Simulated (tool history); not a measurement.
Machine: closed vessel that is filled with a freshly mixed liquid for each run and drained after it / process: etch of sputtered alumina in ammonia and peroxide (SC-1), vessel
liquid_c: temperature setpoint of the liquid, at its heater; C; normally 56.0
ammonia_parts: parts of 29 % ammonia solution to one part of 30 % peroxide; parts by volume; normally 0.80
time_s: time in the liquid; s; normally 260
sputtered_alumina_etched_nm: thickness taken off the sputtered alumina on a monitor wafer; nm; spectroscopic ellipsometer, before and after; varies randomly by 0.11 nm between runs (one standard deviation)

run	hour	liquid_c	ammonia_parts	time_s	read-back film thickness of the sputtered alumina reference wafer, read on the same gauge (nm)	sputtered_alumina_etched_nm
1	0.0	56.0	0.70	260	30.00	19.04
2	19.3	56.0	0.70	260	29.99	19.08
3	52.9	56.0	0.80	260	29.99	19.33
4	76.1	50.0	0.80	260	30.00	13.75
5	101.1	50.0	0.80	260	30.01	13.75
6	130.7	60.0	1.10	260	29.99	24.34
7	161.1	56.0	0.80	260	30.01	18.94
8	180.9	62.5	1.10	260	29.98	27.49
9	201.8	56.0	0.80	190	30.02	13.82
10	216.6	65.5	0.65	150	29.99	17.72
11	243.7	60.0	0.70	315	30.01	28.34
12	278.5	60.5	0.80	220	29.99	20.48
13	296.2	48.5	1.00	260	30.02	12.89
# hour 320.8: gauge calibrated
# hour 338.6: new drum of ammonia solution connected
14	382.6	56.0	1.15	260	29.97	19.53
# hour 385.5: ammonia flow meter replaced
15	412.0	56.0	0.80	120	30.00	8.67
16	441.1	56.0	0.80	260	30.00	18.69
17	458.0	53.0	1.00	345	30.02	21.85
18	497.0	56.0	0.80	260	29.99	18.96
19	512.0	63.0	0.55	260	30.01	26.36
20	527.2	56.0	0.65	260	29.99	18.55
# hour 552.9: thermometer replaced
21	630.0	53.5	1.00	260	29.98	18.89
22	656.8	56.0	0.80	360	30.01	29.21
23	718.9	59.5	0.80	315	30.00	30.70
24	747.7	49.5	0.40	120	30.01	6.32
25	775.8	56.0	0.65	415	30.00	32.95
26	789.4	62.0	1.15	395	30.01	44.56
27	817.4	56.0	0.80	405	29.99	32.61
28	836.7	60.5	1.05	260	29.99	26.87

4 options for the next run, each taken on its own from the tool as it stands now. Forecast them:
A	837.4	56.0	0.80	260	?	?
B	837.4	46.0	1.10	205	?	?
C	837.4	56.0	0.50	135	?	?
D	837.4	52.0	1.20	195	?	?

run	read-back film thickness of the sputtered alumina reference wafer, read on the same gauge (nm)	sputtered_alumina_etched_nm
A	30.00	20.94
B	30.00	9.85
C	30.00	10.40
D	30.00	13.18
Had the tool no hidden state, the same runs would have come out as:
run	sputtered_alumina_etched_nm
A	21.19
B	9.97
C	10.52
D	13.34
